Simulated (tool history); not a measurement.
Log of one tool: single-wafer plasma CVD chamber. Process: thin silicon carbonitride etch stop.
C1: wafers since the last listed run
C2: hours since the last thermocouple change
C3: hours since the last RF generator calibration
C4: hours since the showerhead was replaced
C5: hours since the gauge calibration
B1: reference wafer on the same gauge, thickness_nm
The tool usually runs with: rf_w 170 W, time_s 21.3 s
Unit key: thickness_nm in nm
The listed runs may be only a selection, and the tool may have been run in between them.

run 1 hour=0.0 | rf_w=170 time_s=21.3 | C1=0 C2=1435.4 C3=866.3 C4=2801.6 C5=80.3 | B1=12.901 | thickness_nm=11.759
run 2 hour=8.4 | rf_w=170 time_s=21.3 | C1=161 C2=1443.8 C3=874.7 C4=2810.0 C5=88.7 | B1=12.902 | thickness_nm=11.785
run 3 hour=20.8 | rf_w=170 time_s=21.3 | C1=237 C2=1456.2 C3=887.1 C4=2822.4 C5=101.1 | B1=12.901 | thickness_nm=11.785
run 4 hour=37.6 | rf_w=170 time_s=21.3 | C1=322 C2=1473.0 C3=903.9 C4=2839.2 C5=117.9 | B1=12.898 | thickness_nm=11.755
run 5 hour=45.9 | rf_w=170 time_s=21.3 | C1=159 C2=1481.3 C3=912.2 C4=2847.5 C5=126.2 | B1=12.898 | thickness_nm=11.767
run 6 hour=52.2 | rf_w=160 time_s=21.3 | C1=120 C2=1487.6 C3=918.5 C4=2853.8 C5=132.5 | B1=12.902 | thickness_nm=11.543
run 7 hour=69.8 | rf_w=160 time_s=21.3 | C1=337 C2=1505.2 C3=936.1 C4=2871.4 C5=150.1 | B1=12.900 | thickness_nm=11.537
run 8 hour=83.5 | rf_w=160 time_s=21.3 | C1=262 C2=1518.9 C3=949.8 C4=2885.1 C5=163.8 | B1=12.900 | thickness_nm=11.517
run 9 hour=101.5 | rf_w=170 time_s=21.3 | C1=345 C2=1536.9 C3=967.8 C4=2903.1 C5=181.8 | B1=12.900 | thickness_nm=11.755
run 10 hour=112.4 | rf_w=170 time_s=21.3 | C1=209 C2=1547.8 C3=978.7 C4=2914.0 C5=192.7 | B1=12.900 | thickness_nm=11.713
run 11 hour=118.7 | rf_w=170 time_s=21.3 | C1=120 C2=1554.1 C3=985.0 C4=2920.3 C5=199.0 | B1=12.899 | thickness_nm=11.706
run 12 hour=128.7 | rf_w=170 time_s=21.3 | C1=191 C2=1564.1 C3=995.0 C4=2930.3 C5=209.0 | B1=12.901 | thickness_nm=11.696
-- hour=144.7 gauge calibrated
-- hour=146.1 RF generator calibrated
run 13 hour=146.6 | rf_w=140 time_s=23.0 | C1=189 C2=1582.0 C3=0.5 C4=2948.2 C5=1.9 | B1=12.901 | thickness_nm=12.222
run 14 hour=153.4 | rf_w=160 time_s=20.2 | C1=130 C2=1588.8 C3=7.3 C4=2955.0 C5=8.7 | B1=12.898 | thickness_nm=11.222
-- hour=189.9 showerhead replaced
-- hour=196.9 thermocouple changed; heater temperature recalibrated
run 15 hour=199.1 | rf_w=150 time_s=18.4 | C1=589 C2=2.2 C3=53.0 C4=9.2 C5=54.4 | B1=12.903 | thickness_nm=10.012
run 16 hour=209.5 | rf_w=170 time_s=21.3 | C1=199 C2=12.6 C3=63.4 C4=19.6 C5=64.8 | B1=12.901 | thickness_nm=12.030
run 17 hour=221.9 | rf_w=150 time_s=17.2 | C1=237 C2=25.0 C3=75.8 C4=32.0 C5=77.2 | B1=12.899 | thickness_nm=9.327
run 18 hour=235.2 | rf_w=190 time_s=23.6 | C1=255 C2=38.3 C3=89.1 C4=45.3 C5=90.5 | B1=12.903 | thickness_nm=13.825
run 19 hour=246.9 | rf_w=140 time_s=24.9 | C1=224 C2=50.0 C3=100.8 C4=57.0 C5=102.2 | B1=12.900 | thickness_nm=13.261
run 20 hour=253.1 | rf_w=170 time_s=24.1 | C1=118 C2=56.2 C3=107.0 C4=63.2 C5=108.4 | B1=12.903 | thickness_nm=13.612
run 21 hour=259.6 | rf_w=190 time_s=18.7 | C1=124 C2=62.7 C3=113.5 C4=69.7 C5=114.9 | B1=12.897 | thickness_nm=10.909
run 22 hour=266.8 | rf_w=160 time_s=25.1 | C1=138 C2=69.9 C3=120.7 C4=76.9 C5=122.1 | B1=12.902 | thickness_nm=13.915

3 options for the next run, each taken on its own from the tool as it stands now. Forecast them:
run A hour=267.2 | rf_w=170 time_s=21.3 | C1=7 C2=70.3 C3=121.1 C4=77.3 C5=122.5 | B1=? | thickness_nm=?
run B hour=267.2 | rf_w=150 time_s=21.3 | C1=7 C2=70.3 C3=121.1 C4=77.3 C5=122.5 | B1=? | thickness_nm=?
run C hour=267.2 | rf_w=190 time_s=22.7 | C1=7 C2=70.3 C3=121.1 C4=77.3 C5=122.5 | B1=? | thickness_nm=?

run=A B1=12.900 thickness_nm=12.027
run=B B1=12.900 thickness_nm=11.570
run=C B1=12.900 thickness_nm=13.265
What these runs would have given with no unlogged condition in the tool:
run=A thickness_nm=12.086
run=B thickness_nm=11.627
run=C thickness_nm=13.329
